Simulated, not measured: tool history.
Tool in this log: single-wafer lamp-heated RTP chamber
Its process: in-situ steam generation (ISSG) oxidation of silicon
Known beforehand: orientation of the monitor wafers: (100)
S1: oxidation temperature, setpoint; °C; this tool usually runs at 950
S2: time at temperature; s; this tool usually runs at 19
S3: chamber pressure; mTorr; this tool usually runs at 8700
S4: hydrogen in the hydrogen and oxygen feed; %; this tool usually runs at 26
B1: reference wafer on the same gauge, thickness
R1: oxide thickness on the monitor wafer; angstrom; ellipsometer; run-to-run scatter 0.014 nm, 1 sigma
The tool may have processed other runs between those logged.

run 1 day=0 | S1=963 S2=19 S3=8700 S4=26 | B1=3.458 | R1=42.06
run 2 day=0.262 | S1=950 S2=16 S3=8700 S4=26 | B1=3.463 | R1=37.74
run 3 day=0.721 | S1=950 S2=16 S3=8700 S4=26 | B1=3.459 | R1=37.83
-- day=0.754 gauge calibrated
run 4 day=0.983 | S1=950 S2=19 S3=8700 S4=26 | B1=3.459 | R1=40.29
run 5 day=1.704 | S1=950 S2=19 S3=8700 S4=26 | B1=3.456 | R1=40.48
run 6 day=2.446 | S1=950 S2=19 S3=8700 S4=26 | B1=3.457 | R1=40.54
run 7 day=3.192 | S1=950 S2=19 S3=8700 S4=26 | B1=3.461 | R1=40.32
run 8 day=3.529 | S1=950 S2=19 S3=9000 S4=26 | B1=3.461 | R1=40.31
-- day=4.075 pressure gauge zeroed
run 9 day=4.096 | S1=950 S2=19 S3=9000 S4=26 | B1=3.463 | R1=40.08
run 10 day=4.25 | S1=950 S2=19 S3=8700 S4=26 | B1=3.46 | R1=40.51
-- day=4.662 hydrogen flow controller replaced
-- day=4.871 pyrometer window cleaned and pyrometer calibrated
run 11 day=4.892 | S1=950 S2=19 S3=8700 S4=26 | B1=3.456 | R1=40.4
run 12 day=6.296 | S1=950 S2=19 S3=8700 S4=26 | B1=3.459 | R1=40.41
run 13 day=6.621 | S1=950 S2=16 S3=8700 S4=26 | B1=3.457 | R1=37.79
run 14 day=7.133 | S1=963 S2=19 S3=8700 S4=32 | B1=3.46 | R1=44.26
run 15 day=7.412 | S1=950 S2=19 S3=8700 S4=26 | B1=3.462 | R1=40.36
run 16 day=8.133 | S1=950 S2=21 S3=8000 S4=18 | B1=3.457 | R1=39.03
run 17 day=8.858 | S1=950 S2=19 S3=8700 S4=26 | B1=3.466 | R1=40.42
-- day=9.133 gauge calibrated
run 18 day=9.15 | S1=958 S2=19 S3=9200 S4=26 | B1=3.46 | R1=40.88
run 19 day=9.883 | S1=959 S2=19 S3=8700 S4=26 | B1=3.461 | R1=41.62
run 20 day=10.296 | S1=950 S2=24 S3=10100 S4=26 | B1=3.462 | R1=43.55
run 21 day=11.012 | S1=950 S2=19 S3=8700 S4=22 | B1=3.46 | R1=39.05
run 22 day=11.625 | S1=958 S2=19 S3=9200 S4=26 | B1=3.462 | R1=41.06
run 23 day=12.246 | S1=950 S2=19 S3=8700 S4=26 | B1=3.461 | R1=40.34
-- day=12.917 pyrometer window cleaned and pyrometer calibrated
run 24 day=12.938 | S1=931 S2=25 S3=9100 S4=20 | B1=3.459 | R1=40.15
run 25 day=13.188 | S1=950 S2=14 S3=7800 S4=21 | B1=3.456 | R1=34.06

List, for all runs, the conditions of the tool that the log does not record:
true wafer temperature minus pyrometer reading, K: 0, the same for each run
true pressure minus gauge reading, Torr: 0, the same for each run
deviation of the hydrogen flow from its setpoint, %: 0, the same for each run
gauge reads high (%): 0, the same for each run

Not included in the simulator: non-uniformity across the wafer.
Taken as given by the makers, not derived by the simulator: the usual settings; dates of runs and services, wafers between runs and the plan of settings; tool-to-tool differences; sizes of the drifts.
